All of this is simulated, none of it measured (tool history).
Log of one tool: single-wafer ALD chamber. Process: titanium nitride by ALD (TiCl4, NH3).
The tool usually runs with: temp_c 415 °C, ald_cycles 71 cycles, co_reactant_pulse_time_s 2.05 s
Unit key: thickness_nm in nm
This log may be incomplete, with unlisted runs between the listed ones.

run	hour	temp_c	ald_cycles	co_reactant_pulse_time_s	read-back reference wafer on the same gauge, thickness_nm	thickness_nm
1	0.0	415	71	2.05	1.472	1.620
2	71.2	415	71	2.05	1.473	1.627
3	107.5	415	71	2.05	1.474	1.626
4	152.4	415	71	2.05	1.474	1.630
5	244.6	406	71	2.05	1.474	1.625
6	308.1	415	71	2.05	1.475	1.627
7	373.5	415	71	2.05	1.476	1.633
8	461.2	421	71	2.05	1.475	1.630
9	562.6	426	71	2.05	1.477	1.633
10	650.6	426	71	2.05	1.478	1.640
11	744.4	415	71	2.05	1.480	1.637
12	835.3	415	71	2.05	1.481	1.642
# hour 885.1: thermocouple changed; heater temperature recalibrated
13	885.6	405	81	2.80	1.483	1.872
14	977.3	426	71	2.05	1.483	1.646
# hour 998.8: showerhead replaced
15	1051.7	426	71	2.47	1.484	1.643
16	1132.7	415	71	2.05	1.487	1.644
17	1172.2	415	71	2.05	1.487	1.639
18	1277.1	415	71	2.05	1.489	1.646
# hour 1282.2: gauge calibrated
19	1327.2	410	77	1.41	1.469	1.743
20	1434.1	403	66	2.76	1.471	1.514
21	1531.4	415	75	2.74	1.471	1.724
22	1611.5	415	71	2.05	1.470	1.626
23	1666.8	401	66	1.54	1.472	1.495
24	1718.8	424	71	2.05	1.472	1.628
25	1762.3	415	58	1.36	1.471	1.309

5 options for the next run, each taken on its own from the tool as it stands now. Forecast them:
A	1762.9	419	71	2.05	?	?
B	1762.9	427	71	1.47	?	?
C	1762.9	415	79	2.05	?	?
D	1762.9	430	71	1.73	?	?
E	1762.9	420	63	2.85	?	?

run	read-back reference wafer on the same gauge, thickness_nm	thickness_nm
A	1.471	1.634
B	1.471	1.625
C	1.471	1.816
D	1.471	1.632
E	1.471	1.462
Had the tool no hidden state, the same runs would have come out as:
run	thickness_nm
A	1.633
B	1.623
C	1.815
D	1.630
E	1.461

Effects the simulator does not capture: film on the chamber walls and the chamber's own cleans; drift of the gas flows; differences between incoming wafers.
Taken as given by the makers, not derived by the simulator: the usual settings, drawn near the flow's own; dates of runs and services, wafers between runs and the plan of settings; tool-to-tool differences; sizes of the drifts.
